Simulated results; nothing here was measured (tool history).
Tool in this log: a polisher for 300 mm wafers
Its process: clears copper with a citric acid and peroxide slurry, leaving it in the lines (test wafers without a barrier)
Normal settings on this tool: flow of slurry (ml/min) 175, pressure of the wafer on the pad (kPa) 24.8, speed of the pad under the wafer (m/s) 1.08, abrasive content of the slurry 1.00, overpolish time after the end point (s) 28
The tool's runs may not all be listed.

run   hour  flow of slurry (ml/min)  pressure of the wafer on the pad (kPa)  speed of the pad under the wafer (m/s)  abrasive content of the slurry  overpolish time after the end point (s)  wafers since the last listed run  wafers polished on this pad  hours since the slurry nozzle was cleaned  hours since the head pressure was calibrated  hours since the slurry blender was calibrated  incoming thickness of the incoming film, nm  time until the end point was called (s)  dishing of a wide line in a test structure (angstrom)
  1    0.0                      175                                    29.6                                    1.08                            1.00                                       28                                 0                          581                                       20.3                                         259.7                                           64.4                                        424.8                                    168.7                                                    451
  2   21.0                      175                                    29.6                                    1.08                            1.00                                       28                               123                          705                                       41.3                                         280.7                                           85.4                                        424.9                                    162.8                                                    460
  3   35.7                      175                                    24.8                                    1.08                            1.00                                       28                                86                          792                                       56.0                                         295.4                                          100.1                                        418.0                                    183.9                                                    399
  4   49.0                      175                                    24.8                                    1.08                            1.00                                       23                                78                          870                                       69.3                                         308.7                                          113.4                                        426.1                                    183.1                                                    340
  5   64.5                      175                                    24.8                                    1.08                            1.00                                       23                                91                          962                                       84.8                                         324.2                                          128.9                                        430.0                                    186.5                                                    331
  6   92.6                      175                                    24.8                                    1.08                            1.00                                       23                               165                         1127                                      112.9                                         352.3                                          157.0                                        427.4                                    193.5                                                    348
  7  123.5                      175                                    24.8                                    1.08                            1.00                                       28                               182                         1310                                      143.8                                         383.2                                          187.9                                        424.1                                    187.8                                                    395
     129.1  -- worn pad replaced by a new one
  8  145.6                      175                                    24.8                                    1.08                            0.90                                       28                               106                           97                                      165.9                                         405.3                                          210.0                                        433.9                                    172.5                                                    426
  9  181.0                      175                                    24.8                                    1.08                            1.00                                       28                               208                          306                                      201.3                                         440.7                                          245.4                                        429.4                                    183.6                                                    412
     203.6  -- slurry blender recalibrated
 10  211.9                      175                                    24.8                                    1.08                            1.00                                       28                               170                          476                                      232.2                                         471.6                                            8.3                                        421.2                                    174.1                                                    402
 11  245.6                      175                                    24.8                                    1.08                            1.00                                       28                               198                          675                                      265.9                                         505.3                                           42.0                                        423.0                                    188.9                                                    397
     278.1  -- head pressure recalibrated
 12  278.6                      220                                    30.3                                    1.08                            1.00                                       28                               182                          858                                      298.9                                           0.5                                           75.0                                        425.7                                    153.8                                                    464
 13  322.9                      220                                    30.3                                    1.08                            1.00                                       28                               261                         1120                                      343.2                                          44.8                                          119.3                                        421.0                                    152.2                                                    458
     354.0  -- slurry nozzle cleaned
 14  354.5                      225                                    24.8                                    1.08                            1.00                                       28                               180                         1300                                        0.5                                          76.4                                          150.9                                        422.8                                    174.4                                                    394
 15  386.2                      175                                    30.3                                    1.08                            1.00                                       28                               187                         1488                                       32.2                                         108.1                                          182.6                                        420.3                                    160.2                                                    444
     392.2  -- worn pad replaced by a new one
 16  403.0                      215                                    24.8                                    0.82                            1.10                                       28                                75                           63                                       49.0                                         124.9                                          199.4                                        426.1                                    198.1                                                    383
 17  418.3                      175                                    17.2                                    1.08                            1.00                                       28                                90                          153                                       64.3                                         140.2                                          214.7                                        424.5                                    207.3                                                    344
 18  450.0                      210                                    24.8                                    1.08                            1.00                                       28                               187                          341                                       96.0                                         171.9                                          246.4                                        417.6                                    167.0                                                    415
 19  474.5                      175                                    24.8                                    0.92                            1.20                                       28                               144                          485                                      120.5                                         196.4                                          270.9                                        424.6                                    201.3                                                    373
 20  490.7                      175                                    24.8                                    1.08                            1.00                                       28                                95                          581                                      136.7                                         212.6                                          287.1                                        423.3                                    180.0                                                    411
     492.9  -- slurry blender recalibrated
 21  510.9                      175                                    15.9                                    1.24                            1.00                                       28                               107                          688                                      156.9                                         232.8                                           18.0                                        421.7                                    203.7                                                    354
 22  533.7                      175                                    24.8                                    1.30                            1.10                                       18                               134                          823                                      179.7                                         255.6                                           40.8                                        431.0                                    157.1                                                    313
 23  554.7                      210                                    24.8                                    0.96                            1.00                                       35                               123                          947                                      200.7                                         276.6                                           61.8                                        422.9                                    193.6                                                    443
 24  580.8                      175                                    24.8                                    1.30                            1.00                                       28                               154                         1101                                      226.8                                         302.7                                           87.9                                        426.9                                    160.7                                                    458

Predict the results of run 25:
 25  608.4                      175                                    30.3                                    1.08                            1.25                                       28                               162                         1264                                      254.4                                         330.3                                          115.5                                        417.4                                        ?                                                      ?

time until the end point was called (s): 159.7
dishing of a wide line in a test structure (angstrom): 440
If the tool had no hidden condition, the same run with the same run-to-run variation would have returned time until the end point was called (s) 131.6, dishing of a wide line in a test structure (angstrom) 515.
